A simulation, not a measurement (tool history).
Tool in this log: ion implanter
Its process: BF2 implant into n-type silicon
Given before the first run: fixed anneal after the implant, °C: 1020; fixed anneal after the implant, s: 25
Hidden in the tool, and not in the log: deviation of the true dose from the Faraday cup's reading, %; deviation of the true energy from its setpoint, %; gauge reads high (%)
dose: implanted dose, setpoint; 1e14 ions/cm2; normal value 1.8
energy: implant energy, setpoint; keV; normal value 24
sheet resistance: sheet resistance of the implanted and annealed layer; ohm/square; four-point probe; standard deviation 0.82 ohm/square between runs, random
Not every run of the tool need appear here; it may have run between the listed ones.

| run | hour | dose | energy | wafers since the last listed run | hours since the last dose calibration | hours since the extraction supply was calibrated | hours since the gauge calibration | read-back reference wafer on the same gauge, sheet resistance | sheet resistance |
|---|---|---|---|---|---|---|---|---|---|
| 1 | 0 | 1.93 | 24 | 0 | 2229.2 | 5660.9 | 28.9 | 613.87 | 534.96 |
| 2 | 6.7 | 1.93 | 24 | 65 | 2235.9 | 5667.6 | 35.6 | 614 | 534.51 |
| 3 | 16 | 1.8 | 24 | 90 | 2245.2 | 5676.9 | 44.9 | 614.12 | 567.43 |
| 4 | 28.9 | 1.8 | 24 | 126 | 2258.1 | 5689.8 | 57.8 | 614.05 | 566.62 |
| 5 | 38.8 | 1.8 | 24 | 96 | 2268 | 5699.7 | 67.7 | 614.44 | 568.53 |
| 6 | 48.6 | 1.8 | 24 | 95 | 2277.8 | 5709.5 | 77.5 | 614.08 | 567.47 |
| 7 | 64.6 | 1.8 | 24 | 156 | 2293.8 | 5725.5 | 93.5 | 614.43 | 568.36 |
| 8 | 82.5 | 1.8 | 24 | 174 | 2311.7 | 5743.4 | 111.4 | 613.72 | 568.46 |
| 9 | 94.1 | 1.8 | 24 | 113 | 2323.3 | 5755 | 123 | 614.47 | 568.66 |
| 10 | 103.3 | 1.8 | 24 | 89 | 2332.5 | 5764.2 | 132.2 | 613.84 | 569.67 |
|  | 130.3 | extraction supply calibrated |
|  | 132 | gauge calibrated |
| 11 | 151.4 | 1.8 | 24 | 391 | 2380.6 | 21.1 | 19.4 | 614.35 | 567.96 |
| 12 | 168.6 | 1.53 | 20 | 168 | 2397.8 | 38.3 | 36.6 | 613.46 | 669.27 |
|  | 180.3 | Faraday cup replaced and dose calibrated |
| 13 | 180.8 | 1.56 | 20.5 | 41 | 0.5 | 50.5 | 48.8 | 614.34 | 626.47 |
| 14 | 186.7 | 1.41 | 24 | 57 | 6.4 | 56.4 | 54.7 | 614.02 | 671.26 |
| 15 | 198.8 | 2.02 | 29.5 | 118 | 18.5 | 68.5 | 66.8 | 614.12 | 484.31 |
| 16 | 207.2 | 2.26 | 21.5 | 82 | 26.9 | 76.9 | 75.2 | 614.32 | 454.88 |
| 17 | 223.3 | 2.15 | 31.5 | 157 | 43 | 93 | 91.3 | 614.37 | 457.06 |
| 18 | 232.5 | 1.4 | 21 | 89 | 52.2 | 102.2 | 100.5 | 614.06 | 687.23 |
| 19 | 249 | 1.8 | 26.5 | 161 | 68.7 | 118.7 | 117 | 614.1 | 541.71 |
| 20 | 257.1 | 1.28 | 28 | 79 | 76.8 | 126.8 | 125.1 | 614.06 | 714.24 |
| 21 | 274.4 | 1.8 | 24 | 169 | 94.1 | 144.1 | 142.4 | 613.94 | 548.02 |

Hidden state at the last listed run before each entry between runs and at the first one after, where it differs:
Runs 10 to 11: extraction supply calibrated (hour 130.3); gauge calibrated (hour 132)
  deviation of the true dose from the Faraday cup's reading, %: -5.06 -> -5.17
  the result without the hidden state subtracted from the measured one, sheet resistance: +24.41 -> +24.87 ohm/square
Runs 12 to 13: Faraday cup replaced and dose calibrated (hour 180.3)
  deviation of the true dose from the Faraday cup's reading, %: -5.21 -> -0.493
  the result without the hidden state subtracted from the measured one, sheet resistance: +29.92 -> +2.64 ohm/square
